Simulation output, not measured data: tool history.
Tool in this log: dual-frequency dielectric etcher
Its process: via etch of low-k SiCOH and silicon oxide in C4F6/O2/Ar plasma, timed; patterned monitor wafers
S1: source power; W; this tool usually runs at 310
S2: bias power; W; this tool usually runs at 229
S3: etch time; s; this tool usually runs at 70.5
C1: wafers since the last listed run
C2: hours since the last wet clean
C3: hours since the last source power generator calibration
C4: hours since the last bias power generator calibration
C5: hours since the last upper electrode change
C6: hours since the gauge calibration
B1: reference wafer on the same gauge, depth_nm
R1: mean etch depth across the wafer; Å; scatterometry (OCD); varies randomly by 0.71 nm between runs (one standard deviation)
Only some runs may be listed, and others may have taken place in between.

run    hour   S1   S2    S3   C1     C2      C3      C4      C5      C6     B1    R1
  1     0.0  310  208  70.5    0  166.4  2099.6  3310.4  4794.0   599.2  187.3  1919
  2    63.6  280  254  70.5  570  230.0  2163.2  3374.0  4857.6   662.8  186.7  1980
  3   115.7  280  254  70.5  467  282.1  2215.3  3426.1  4909.7   714.9  187.0  1979
  4   180.6  370  229  70.5  581  347.0  2280.2  3491.0  4974.6   779.8  186.6  2037
  5   219.2  330  229  70.5  346  385.6  2318.8  3529.6  5013.2   818.4  186.2  1986
  6   261.3  310  229  70.5  377  427.7  2360.9  3571.7  5055.3   860.5  186.0  1963
  7   300.1  310  229  70.5  347  466.5  2399.7  3610.5  5094.1   899.3  185.9  1965
  8   324.6  310  229  70.5  219  491.0  2424.2  3635.0  5118.6   923.8  185.7  1959
  9   392.5  310  229  70.5  608  558.9  2492.1  3702.9  5186.5   991.7  185.6  1948
 10   456.3  310  229  70.5  572  622.7  2555.9  3766.7  5250.3  1055.5  185.0  1939
      494.3  -- wet clean of the chamber
 11   502.2  310  250  70.5  196    7.9  2601.8  3812.6  5296.2  1101.4  184.9  1986
 12   564.1  260  229  70.5  555   69.8  2663.7  3874.5  5358.1  1163.3  184.2  1884
 13   631.0  260  229  70.5  599  136.7  2730.6  3941.4  5425.0  1230.2  184.0  1874
 14   665.0  260  229  70.5  304  170.7  2764.6  3975.4  5459.0  1264.2  183.6  1869
 15   732.9  340  259  85.0  608  238.6  2832.5  4043.3  5526.9  1332.1  183.1  2451
 16   770.6  370  267  87.0  338  276.3  2870.2  4081.0  5564.6  1369.8  182.9  2565
      878.3  -- upper electrode replaced
 17   878.8  310  229  70.5  755  384.5  2978.4  4189.2     0.5  1478.0  181.9  1916
 18   942.2  250  283  55.5  568  447.9  3041.8  4252.6    63.9  1541.4  181.4  1516
 19   986.4  270  229  50.0  396  492.1  3086.0  4296.8   108.1  1585.6  181.0  1311
     1001.6  -- source power generator calibrated
     1024.1  -- gauge calibrated
 20  1028.5  370  213  52.5  341  534.2    26.9  4338.9   150.2     4.4  189.4  1509
 21  1082.0  360  210  70.5  479  587.7    80.4  4392.4   203.7    57.9  189.3  2005
     1117.0  -- bias power generator calibrated
     1124.2  -- wet clean of the chamber
 22  1132.4  310  229  70.5  351    8.2   130.8    15.4   254.1   108.3  189.1  1987
 23  1198.5  240  258  87.5  592   74.3   196.9    81.5   320.2   174.4  189.5  2416
 24  1242.5  310  187  63.5  394  118.3   240.9   125.5   364.2   218.4  189.1  1708
 25  1286.2  250  251  87.0  391  162.0   284.6   169.2   407.9   262.1  189.1  2419
 26  1357.1  310  229  70.5  635  232.9   355.5   240.1   478.8   333.0  189.0  1994
 27  1392.7  370  285  58.5  319  268.5   391.1   275.7   514.4   368.6  188.9  1797
 28  1417.3  350  268  56.5  220  293.1   415.7   300.3   539.0   393.2  188.9  1695
 29  1456.8  350  229  90.0  354  332.6   455.2   339.8   578.5   432.7  188.7  2607

Hidden state or all else? Some run-to-run changes of R1, split into what the settings, what came in and random variation would give without the hidden state, and what is left for the hidden state (with any gauge scatter that isn't in both results):
Hidden state at play: etch rate over this chamber's usual, %; source power that arrives over what is set, %; bias power that arrives over what is set, %; gauge reads high (%).
Run 14 -> 15: S1 260 -> 340, S2 229 -> 259, S3 70.5 -> 85.0. R1 +582 Å: hidden state -24, all else +606.
Run 19 -> 20: S1 270 -> 370, S2 229 -> 213, S3 50.0 -> 52.5, source power generator calibrated, gauge calibrated. R1 +198 Å: hidden state +60, all else +138.
Run 24 -> 25: S1 310 -> 250, S2 187 -> 251, S3 63.5 -> 87.0. R1 +711 Å: hidden state +0, all else +711.
Run 28 -> 29: S2 268 -> 229, S3 56.5 -> 90.0. R1 +912 Å: hidden state -2, all else +914.
